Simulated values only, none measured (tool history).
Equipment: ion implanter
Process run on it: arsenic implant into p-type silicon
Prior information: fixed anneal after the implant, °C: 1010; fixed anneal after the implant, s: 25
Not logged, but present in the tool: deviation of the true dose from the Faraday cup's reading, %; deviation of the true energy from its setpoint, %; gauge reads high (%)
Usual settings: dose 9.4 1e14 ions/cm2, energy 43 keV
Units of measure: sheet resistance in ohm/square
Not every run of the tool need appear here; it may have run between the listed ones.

run   hour   dose  energy  wafers since the last listed run  hours since the last dose calibration  hours since the extraction supply was calibrated  hours since the gauge calibration  read-back reference wafer on the same gauge, sheet resistance  sheet resistance
  1      0    9.4      34                                 0                                   42.7                                            4015.4                              517.7                                                          93.98            115.18
  2   16.3    9.4      34                               254                                     59                                            4031.7                                534                                                          93.96            115.66
      32.7  -- gauge calibrated
  3   33.8  10.98    46.5                               273                                   76.5                                            4049.2                                1.1                                                          93.94             98.62
  4   59.3  10.98    46.5                               398                                    102                                            4074.7                               26.6                                                          94.08             99.76
  5   83.4  10.98    46.5                               376                                  126.1                                            4098.8                               50.7                                                          94.06             98.16
  6  142.6  10.35      43                               924                                  185.3                                              4158                              109.9                                                          94.03            104.75
  7  160.1    9.4      43                               273                                  202.8                                            4175.5                              127.4                                                          93.89            112.47
  8  178.9    9.4      43                               293                                  221.6                                            4194.3                              146.2                                                          93.95            113.01
  9  213.1    9.4      43                               533                                  255.8                                            4228.5                              180.4                                                          93.91            111.89
 10  245.8    9.4      43                               510                                  288.5                                            4261.2                              213.1                                                          93.92             113.3
 11  262.9    9.4      43                               266                                  305.6                                            4278.3                              230.2                                                          93.92            113.28
 12  279.3    9.4      43                               256                                    322                                            4294.7                              246.6                                                          93.99            112.48
 13  310.4    9.4      43                               485                                  353.1                                            4325.8                              277.7                                                          93.88            113.15
 14  344.7  10.83      32                               535                                  387.4                                            4360.1                                312                                                          94.02            108.36
 15  417.4   6.97      34                              1134                                  460.1                                            4432.8                              384.7                                                          94.08            145.28
 16  441.2    9.4      43                               371                                  483.9                                            4456.6                              408.5                                                          93.89            112.53
 17  473.8   7.27    35.5                               508                                  516.5                                            4489.2                              441.1                                                          94.09            140.68
 18  492.6    9.4      43                               293                                  535.3                                              4508                              459.9                                                          93.92            113.89
 19    511   8.28      28                               287                                  553.7                                            4526.4                              478.3                                                          93.89            133.85
 20  546.3   6.76      43                               551                                    589                                            4561.7                              513.6                                                          94.06            145.17
 21  561.8    9.4      43                               241                                  604.5                                            4577.2                              529.1                                                          94.04            113.53
     567.4  -- gauge calibrated
     580.1  -- Faraday cup replaced and dose calibrated
 22  585.8   7.62      43                               249                                    5.7                                            4601.2                               18.4                                                          94.01            129.06
     596.8  -- extraction supply calibrated
 23  619.1    8.1    51.5                               394                                     39                                              22.3                               51.7                                                          93.98            120.63
 24  673.8   7.42    56.5                               853                                   93.7                                                77                              106.4                                                          94.08             127.8
 25    699  11.92      38                               393                                  118.9                                             102.2                              131.6                                                           93.9             97.77
 26  717.1    9.4      43                               282                                    137                                             120.3                              149.7                                                          93.99            111.98
 27  747.2    9.4      43                               469                                  167.1                                             150.4                              179.8                                                             94            111.95

Measured result minus the same run's result without the hidden state. Both carry the same run-to-run variation, though not necessarily the same gauge scatter:
run  sheet resistance
  1              +0.6
  2             +0.85
  3             +0.93
  4             +1.23
  5             +1.44
  6             +2.07
  7             +2.46
  8             +2.61
  9              +2.8
 10             +3.02
 11              +3.1
 12             +3.15
 13              +3.3
 14             +2.83
 15             +4.93
 16             +3.63
 17              +4.9
 18             +3.77
 19             +4.42
 20             +5.31
 21             +3.84
 22             +0.31
 23             +0.98
 24             +2.07
 25             +1.45
 26             +2.18
 27             +2.47
